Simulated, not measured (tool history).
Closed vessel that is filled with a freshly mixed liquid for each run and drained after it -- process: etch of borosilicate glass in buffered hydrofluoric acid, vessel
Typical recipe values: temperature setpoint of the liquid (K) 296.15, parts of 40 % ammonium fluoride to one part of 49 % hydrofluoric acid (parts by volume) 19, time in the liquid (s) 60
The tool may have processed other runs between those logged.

run	hour	temperature setpoint of the liquid (K)	parts of 40 % ammonium fluoride to one part of 49 % hydrofluoric acid (parts by volume)	time in the liquid (s)	wafers since the last listed run	hours since the thermometer was replaced	hours since the hydrofluoric acid flow meter was replaced	hours since the gauge calibration	read-back film thickness of the borosilicate glass reference wafer, read on the same gauge (nm)	thickness taken off the borosilicate glass on a monitor wafer (nm)
1	0	296.15	19	40	0	1595.8	1709.7	21.7	119.97	25.79
2	17.8	296.15	19	40	1494	1613.6	1727.5	39.5	120.03	25.68
3	59.8	296.15	19	40	3526	1655.6	1769.5	81.5	120.04	25.81
4	74.3	296.15	19	60	1217	1670.1	1784	96	119.97	38.33
5	87.1	296.15	19	60	1074	1682.9	1796.8	108.8	119.99	38.2
6	99.7	296.15	19	60	1058	1695.5	1809.4	121.4	120.02	38.44
7	115.6	296.15	19	60	1335	1711.4	1825.3	137.3	119.99	38.43
8	124	296.15	19	60	705	1719.8	1833.7	145.7	119.99	38.68
9	153.4	296.15	16	60	2468	1749.2	1863.1	175.1	119.96	45.77
10	170.9	296.15	16	60	1469	1766.7	1880.6	192.6	120.01	45.19
11	182.9	296.15	19	60	1007	1778.7	1892.6	204.6	120	38.53
# hour 184.2: hydrofluoric acid flow meter replaced
12	191.8	292.65	19	60	663	1787.6	7.6	213.5	120	27.92
# hour 227.9: thermometer replaced
# hour 236.5: gauge calibrated
13	236.9	292.65	19	60	3703	9	52.7	0.4	120.01	31.85
14	244.6	292.65	19	60	646	16.7	60.4	8.1	119.98	32.04
15	283.8	298.65	16.5	60	3291	55.9	99.6	47.3	119.99	51.42
16	292.7	296.15	19	60	747	64.8	108.5	56.2	119.98	39.25
17	300.6	298.15	19	60	663	72.7	116.4	64.1	120	43.67
18	315.9	296.15	22.5	85	1284	88	131.7	79.4	119.99	48.06
19	327.2	296.15	19	90	948	99.3	143	90.7	120	58.97
20	342.4	296.15	19	30	1276	114.5	158.2	105.9	120	19.28
21	350.8	293.65	21	60	705	122.9	166.6	114.3	119.99	31.29
22	368.5	299.15	26	60	1486	140.6	184.3	132	120	36.07
23	379.7	291.65	22	90	940	151.8	195.5	143.2	120.02	40.59
24	394.7	296.15	22.5	85	1259	166.8	210.5	158.2	119.98	48.29
25	412.3	293.15	19	35	1477	184.4	228.1	175.8	120.02	19.25
26	419.1	297.65	19	60	571	191.2	234.9	182.6	120.02	42.25
27	427.9	292.65	19	60	738	200	243.7	191.4	120	32.38
28	445.7	299.65	16.5	70	1494	217.8	261.5	209.2	119.97	62.46
29	453.4	296.15	16	60	646	225.5	269.2	216.9	120.02	45.38

Branching from run 29: 4 alternative next runs. What would each branch give?
A	454.1	296.15	19	60	58	226.2	269.9	217.6	?	?
B	454.1	293.65	14	40	58	226.2	269.9	217.6	?	?
C	454.1	299.65	19	85	58	226.2	269.9	217.6	?	?
D	454.1	296.15	13.5	60	58	226.2	269.9	217.6	?	?

run	read-back film thickness of the borosilicate glass reference wafer, read on the same gauge (nm)	thickness taken off the borosilicate glass on a monitor wafer (nm)
A	120	38.57
B	120	30.38
C	120	65.94
D	120	54.12
With the hidden condition removed and each run's random variation left untouched, the same runs would have given:
run	thickness taken off the borosilicate glass on a monitor wafer (nm)
A	38.46
B	30.3
C	65.72
D	53.97
